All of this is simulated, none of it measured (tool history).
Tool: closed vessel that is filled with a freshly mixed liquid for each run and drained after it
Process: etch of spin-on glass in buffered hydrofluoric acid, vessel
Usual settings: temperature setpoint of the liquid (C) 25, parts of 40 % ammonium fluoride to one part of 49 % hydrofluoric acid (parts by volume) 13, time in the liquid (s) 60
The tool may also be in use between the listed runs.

run	day	temperature setpoint of the liquid (C)	parts of 40 % ammonium fluoride to one part of 49 % hydrofluoric acid (parts by volume)	time in the liquid (s)	read-back film thickness of the spin-on glass reference wafer, read on the same gauge (nm)	thickness taken off the spin-on glass on a monitor wafer (angstrom)
1	0	27	13	60	89.99	1847.9
2	1.758	25	13	60	90.01	1647.9
3	5.033	25	13	60	90.03	1650.2
4	8.358	25	13	60	90.04	1669.2
5	11.533	25	13	60	90.03	1662.2
6	19.867	25	13	60	90	1675.1
7	23.804	25	13	60	90.01	1685.2
8	27.429	25	13	60	89.95	1656
# day 28.962: thermometer replaced
9	31.104	25	13	60	90.05	1641.1
10	33.504	25	13	60	89.99	1641
# day 43.008: hydrofluoric acid flow meter replaced
11	46.171	25	13	60	89.97	1662.2
# day 48.354: gauge calibrated
12	50.375	25	13	60	89.97	1660.9
13	52.15	25	13	45	89.99	1248.2
14	55.346	27	15.5	80	90.01	2060
15	58.288	25	13	70	90.02	1923.5
16	62.15	23	15	60	89.98	1287.3
17	65.612	25	10.5	60	90.03	2031
18	67.658	25	13	60	89.97	1619.4
19	70.362	25	11	35	90.05	1145
20	73.283	25	8.5	60	89.97	2437.1
21	75.329	23.5	13	60	89.96	1552.4
22	77.7	23.5	18	40	90.01	743.7
23	80.804	23	17.5	75	90.07	1386.8
# day 83.508: thermometer replaced
24	84.638	25	13	60	90.03	1653.7
25	88.112	29.5	8.5	75	89.98	3855.8
26	91.675	27.5	8	30	89.99	1474.8

Forecast each of these 4 alternatives for the next run:
A	91.704	25	13	60	?	?
B	91.704	22.5	9.5	80	?	?
C	91.704	25	16.5	45	?	?
D	91.704	25	16	60	?	?

run	read-back film thickness of the spin-on glass reference wafer, read on the same gauge (nm)	thickness taken off the spin-on glass on a monitor wafer (angstrom)
A	90.01	1648.3
B	90.01	2558
C	90.01	978.3
D	90.01	1344.5
Without the tool's hidden state the same runs would have given:
run	thickness taken off the spin-on glass on a monitor wafer (angstrom)
A	1648.3
B	2558
C	978.3
D	1344.5
